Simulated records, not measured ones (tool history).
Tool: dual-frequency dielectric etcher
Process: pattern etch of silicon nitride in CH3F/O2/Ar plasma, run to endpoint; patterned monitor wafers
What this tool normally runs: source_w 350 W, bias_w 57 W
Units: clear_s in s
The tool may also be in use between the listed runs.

run,day,source_w,bias_w,wafers since the last listed run,hours since the last wet clean,hours since the last source power generator calibration,hours since the last bias power generator calibration,hours since the last upper electrode change,"incoming incoming film thickness, nm",clear_s
1,0,380,63,0,282.2,2146.9,5093.5,1860.5,20.35,32.5
2,1.192,390,57,277,310.8,2175.5,5122.1,1889.1,20.13,33.3
3,1.85,390,57,153,326.6,2191.3,5137.9,1904.9,20.09,33.3
4,2.325,390,57,110,338,2202.7,5149.3,1916.3,20.08,33.3
5,3.004,350,57,158,354.3,2219,5165.6,1932.6,20.07,35
6,4.933,350,57,449,400.6,2265.3,5211.9,1978.9,19.96,34.9
7,5.546,350,57,142,415.3,2280,5226.6,1993.6,20,35
# day 7.008: wet clean of the chamber
8,7.029,350,57,112,0.5,2315.6,5262.2,2029.2,20.04,33.9
9,7.046,350,57,3,0.9,2316,5262.6,2029.6,20.11,33.8
# day 7.3: bias power generator calibrated
10,7.554,350,57,79,13.1,2328.2,6.1,2041.8,19.98,33.7
11,8.296,350,57,172,30.9,2346,23.9,2059.6,20.21,34.2
12,9.038,350,63,172,48.7,2363.8,41.7,2077.4,19.92,32.3
# day 9.217: source power generator calibrated
# day 10.608: upper electrode replaced
13,10.629,260,51,99,86.9,33.9,79.9,0.5,20.16,41.7
14,10.642,350,57,2,87.2,34.2,80.2,0.8,19.98,34
15,10.912,390,63,63,93.7,40.7,86.7,7.3,20.06,31.4
16,11.279,350,48,85,102.5,49.5,95.5,16.1,20.08,36.7
17,11.883,350,57,140,117,64,110,30.6,20.23,34.4
18,13.179,350,57,301,148.1,95.1,141.1,61.7,20.16,34.5
19,13.65,420,50,109,159.4,106.4,152.4,73,20.1,33.3
20,14.25,350,71,139,173.8,120.8,166.8,87.4,20.13,31.4
21,14.783,390,46,124,186.6,133.6,179.6,100.2,20.02,35.7
22,15.117,290,52,77,194.6,141.6,187.6,108.2,20.1,39.1

Here are 4 independent what-if runs from the current tool condition. What would each one return?
A,15.133,350,61,3,195,142,188,108.6,19.99,?
B,15.133,320,57,3,195,142,188,108.6,19.99,?
C,15.133,290,65,3,195,142,188,108.6,19.99,?
D,15.133,380,43,3,195,142,188,108.6,19.99,?

run,clear_s
A,33.1
B,35.6
C,35.3
D,36.7
Stripped of hidden state, with their random variation kept, the same runs would have yielded:
run,clear_s
A,32.4
B,34.8
C,34.6
D,35.9

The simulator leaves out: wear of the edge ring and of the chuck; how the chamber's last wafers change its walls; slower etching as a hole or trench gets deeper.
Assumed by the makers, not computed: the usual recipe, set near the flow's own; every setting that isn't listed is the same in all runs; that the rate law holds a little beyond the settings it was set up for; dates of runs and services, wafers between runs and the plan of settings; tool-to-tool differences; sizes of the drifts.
